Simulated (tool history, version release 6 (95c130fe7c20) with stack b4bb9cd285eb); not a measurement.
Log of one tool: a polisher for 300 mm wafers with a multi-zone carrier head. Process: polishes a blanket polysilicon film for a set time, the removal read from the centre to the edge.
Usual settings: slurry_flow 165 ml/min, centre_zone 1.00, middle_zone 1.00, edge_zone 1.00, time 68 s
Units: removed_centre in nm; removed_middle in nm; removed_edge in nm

run	hour	slurry_flow	centre_zone	middle_zone	edge_zone	time	incoming thickness of the incoming film, nm	removed_centre	removed_middle	removed_edge
1	0.0	165	1.00	1.00	1.00	68	1600.1	458.8	478.7	476.3
2	15.8	220	0.96	1.00	1.05	90	1600.4	613.7	664.1	655.2
3	28.7	165	1.00	1.00	1.05	68	1589.9	453.9	473.9	475.8
4	46.7	165	1.00	1.00	1.00	81	1599.4	541.0	563.1	558.5
5	60.3	165	0.94	1.00	1.04	68	1624.6	421.3	481.4	478.5
6	81.1	180	0.91	1.11	1.00	58	1598.0	359.3	445.9	408.9
7	111.3	165	0.92	1.00	1.00	68	1630.1	411.0	474.3	473.3
8	139.7	165	1.00	1.00	1.00	68	1631.3	451.5	473.7	472.9
9	164.3	200	1.00	1.04	1.00	68	1616.1	460.0	500.6	487.0
10	194.5	195	0.92	1.00	1.00	68	1598.7	418.9	492.1	478.3
11	212.8	165	1.00	1.00	1.00	68	1633.6	434.3	477.7	471.6
# hour 228.1: worn pad replaced by a new one
# hour 249.7: slurry nozzle cleaned
# hour 250.1: edge zone pressure recalibrated
12	259.9	115	0.95	1.07	1.00	68	1616.7	370.6	456.8	453.1
# hour 300.6: carrier head's membrane replaced by a new one
13	306.6	165	1.00	1.00	1.00	68	1587.3	422.4	472.0	479.7
14	333.3	165	0.93	1.11	1.00	50	1601.3	289.6	378.2	348.6
15	351.9	165	1.00	1.00	0.97	47	1598.9	292.2	329.6	327.6
16	385.1	110	0.96	1.00	1.00	90	1618.7	471.5	566.9	584.5
# hour 415.6: worn pad replaced by a new one
17	416.1	165	1.00	0.93	1.05	68	1582.7	419.3	453.9	480.9
18	446.4	165	1.00	1.00	1.04	89	1632.5	535.3	618.4	622.9
19	464.0	165	1.00	1.00	1.00	68	1585.2	416.3	475.5	475.5
# hour 476.5: centre zone pressure recalibrated
20	550.0	135	1.00	0.90	1.00	68	1613.6	426.0	421.9	459.3
21	575.8	165	0.89	1.00	1.00	68	1611.1	398.0	477.8	483.1

5 ways to go on from here, each from the tool as it stands after run 21. What would each give?
A	576.2	165	1.00	1.08	1.00	68	1597.9	?	?	?
B	576.2	115	1.00	0.92	1.00	46	1597.9	?	?	?
C	576.2	165	1.09	1.00	1.00	50	1597.9	?	?	?
D	576.2	125	1.00	1.00	0.97	59	1597.9	?	?	?
E	576.2	165	0.91	1.00	1.00	68	1597.9	?	?	?

run	removed_centre	removed_middle	removed_edge
A	442.2	502.4	465.9
B	271.1	277.2	297.3
C	354.6	348.7	342.9
D	357.3	386.8	384.0
E	401.7	474.6	466.4
Without the tool's hidden state the same runs would have given:
run	removed_centre	removed_middle	removed_edge
A	467.4	502.3	465.9
B	286.5	277.2	297.3
C	374.6	348.6	342.9
D	377.6	386.6	384.0
E	424.8	474.5	466.4
